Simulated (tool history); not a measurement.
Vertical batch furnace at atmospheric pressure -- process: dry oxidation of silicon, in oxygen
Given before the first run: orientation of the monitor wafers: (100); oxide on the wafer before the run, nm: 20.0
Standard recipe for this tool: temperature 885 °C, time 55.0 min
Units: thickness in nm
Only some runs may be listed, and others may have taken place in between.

run     day  temperature  time  wafers since the last listed run  hours since the last temperature calibration  hours since the boat lift was adjusted  hours since the gauge calibration  read-back reference wafer on the same gauge, thickness  thickness
  1   0.000          885  55.0                                 0                                        1099.5                                  1563.2                              803.0                                                   23.11      27.47
  2   1.775          885  55.0                               704                                        1142.1                                  1605.8                              845.6                                                   23.08      27.46
  3   3.029          885  55.0                               498                                        1172.2                                  1635.9                              875.7                                                   23.09      27.54
  4   4.092          885  55.0                               421                                        1197.7                                  1661.4                              901.2                                                   23.10      27.57
  5   6.746          885  55.0                              1054                                        1261.4                                  1725.1                              964.9                                                   23.09      27.70
  6   8.638          885  55.0                               751                                        1306.8                                  1770.5                             1010.3                                                   23.09      27.51
  7  11.604          885  55.0                              1178                                        1378.0                                  1841.7                             1081.5                                                   23.12      27.61
  8  13.042          885  44.5                               570                                        1412.5                                  1876.2                             1116.0                                                   23.11      26.16
  9  15.871          885  44.5                              1123                                        1480.4                                  1944.1                             1183.9                                                   23.11      26.13
     18.217  -- thermocouples replaced and temperature profile calibrated
 10  18.238          885  55.0                               542                                           0.5                                  2000.9                             1240.7                                                   23.10      27.87
     19.000  -- gauge calibrated
 11  19.721          885  55.0                               589                                          36.1                                  2036.5                               17.3                                                   23.09      27.96
 12  22.008          885  55.0                               908                                          91.0                                  2091.4                               72.2                                                   23.11      27.83
 13  24.004          900  45.0                               792                                         138.9                                  2139.3                              120.1                                                   23.11      28.32
 14  26.004          885  55.0                               794                                         186.9                                  2187.3                              168.1                                                   23.10      27.90
     27.596  -- thermocouples replaced and temperature profile calibrated, repeated, since the last time left the tool worse
 15  28.783          860  69.5                               706                                          28.5                                  2254.0                              234.8                                                   23.10      26.11
     30.171  -- boat lift adjusted
 16  30.192          860  55.0                               162                                          62.3                                     0.5                              268.6                                                   23.12      24.83
 17  32.425          860  55.0                               886                                         115.9                                    54.1                              322.2                                                   23.09      24.71
 18  34.971          872  39.5                              1011                                         177.0                                   115.2                              383.3                                                   23.11      24.18
 19  37.158          907  30.5                               868                                         229.5                                   167.7                              435.8                                                   23.11      25.77
 20  39.792          865  55.0                              1045                                         292.7                                   230.9                              499.0                                                   23.14      25.33
 21  41.362          885  55.0                               623                                         330.4                                   268.6                              536.7                                                   23.07      27.39
 22  43.604          885  55.0                               890                                         384.2                                   322.4                              590.5                                                   23.09      27.34
 23  45.767          885  42.5                               858                                         436.1                                   374.3                              642.4                                                   23.10      25.78
 24  47.271          885  55.0                               597                                         472.2                                   410.4                              678.5                                                   23.10      27.33

Take each entry between the runs: how does the hidden state at the last listed run before it differ from the hidden state at the first listed run after it?
Runs 9 to 10: thermocouples replaced and temperature profile calibrated (day 18.217)
  true tube temperature minus thermocouple reading, K: 3.26 -> 6.05
  measured less the result without the state, thickness: +0.32 -> +0.72 nm
Runs 10 to 11: gauge calibrated (day 19.000)
  true tube temperature minus thermocouple reading, K: 6.05 -> 6.12
  measured less the result without the state, thickness: +0.72 -> +0.73 nm
Runs 14 to 15: thermocouples replaced and temperature profile calibrated, repeated, since the last time left the tool worse (day 27.596)
  true tube temperature minus thermocouple reading, K: 6.43 -> 0.514
  measured less the result without the state, thickness: +0.77 -> +0.05 nm
Runs 15 to 16: boat lift adjusted (day 30.171)
  true tube temperature minus thermocouple reading, K: 0.514 -> 0.583
  measured less the result without the state, thickness: +0.05 -> +0.05 nm

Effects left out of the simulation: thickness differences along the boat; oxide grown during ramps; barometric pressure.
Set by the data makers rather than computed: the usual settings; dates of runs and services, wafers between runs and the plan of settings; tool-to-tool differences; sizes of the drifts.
